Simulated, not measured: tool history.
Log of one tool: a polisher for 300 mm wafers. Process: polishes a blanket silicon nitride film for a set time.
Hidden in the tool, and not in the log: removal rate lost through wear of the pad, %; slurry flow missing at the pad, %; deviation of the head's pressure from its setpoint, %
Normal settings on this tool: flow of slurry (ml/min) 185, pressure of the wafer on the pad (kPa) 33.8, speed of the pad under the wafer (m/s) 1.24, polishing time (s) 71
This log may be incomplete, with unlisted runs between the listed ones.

| run | hour | flow of slurry (ml/min) | pressure of the wafer on the pad (kPa) | speed of the pad under the wafer (m/s) | polishing time (s) | wafers since the last listed run | wafers polished on this pad | hours since the slurry nozzle was cleaned | hours since the head pressure was calibrated | incoming thickness of the incoming film, nm | film removed (angstrom) |
|---|---|---|---|---|---|---|---|---|---|---|---|
| 1 | 0.0 | 185 | 33.8 | 1.24 | 71 | 0 | 2494 | 291.6 | 30.7 | 941.8 | 1744 |
|  | 13.7 | worn pad replaced by a new one |
| 2 | 105.5 | 185 | 33.8 | 1.24 | 71 | 1169 | 1057 | 397.1 | 136.2 | 935.4 | 1713 |
| 3 | 210.4 | 185 | 33.8 | 1.24 | 71 | 1208 | 2266 | 502.0 | 241.1 | 938.3 | 1668 |
|  | 228.7 | slurry nozzle cleaned |
| 4 | 259.1 | 185 | 33.8 | 1.24 | 71 | 549 | 2816 | 30.4 | 289.8 | 959.9 | 1652 |
|  | 273.8 | worn pad replaced by a new one |
| 5 | 307.3 | 185 | 33.8 | 1.24 | 71 | 509 | 385 | 78.6 | 338.0 | 932.6 | 1634 |
| 6 | 376.5 | 185 | 33.8 | 1.24 | 71 | 797 | 1183 | 147.8 | 407.2 | 951.3 | 1602 |
| 7 | 415.7 | 185 | 33.8 | 1.24 | 71 | 451 | 1635 | 187.0 | 446.4 | 960.7 | 1589 |
|  | 438.8 | head pressure recalibrated |
|  | 579.2 | worn pad replaced by a new one |
|  | 633.2 | slurry nozzle cleaned |
| 8 | 734.9 | 185 | 33.8 | 1.24 | 71 | 3597 | 1783 | 101.7 | 296.1 | 944.3 | 1647 |
| 9 | 830.4 | 150 | 33.8 | 1.24 | 60 | 1100 | 2883 | 197.2 | 391.6 | 951.4 | 1315 |
|  | 861.0 | worn pad replaced by a new one |
|  | 869.6 | head pressure recalibrated |
| 10 | 870.1 | 185 | 28.3 | 1.36 | 71 | 388 | 81 | 236.9 | 0.5 | 959.2 | 1579 |

Run 11 comes next. What will it give?
| 11 | 974.1 | 185 | 42.7 | 0.86 | 71 | 1198 | 1280 | 340.9 | 104.5 | 945.8 | ? |

{"run 11": {"film removed (angstrom)": 1589}}
If the tool had no hidden condition, the same run with the same run-to-run variation would have returned film removed (angstrom) 1599.
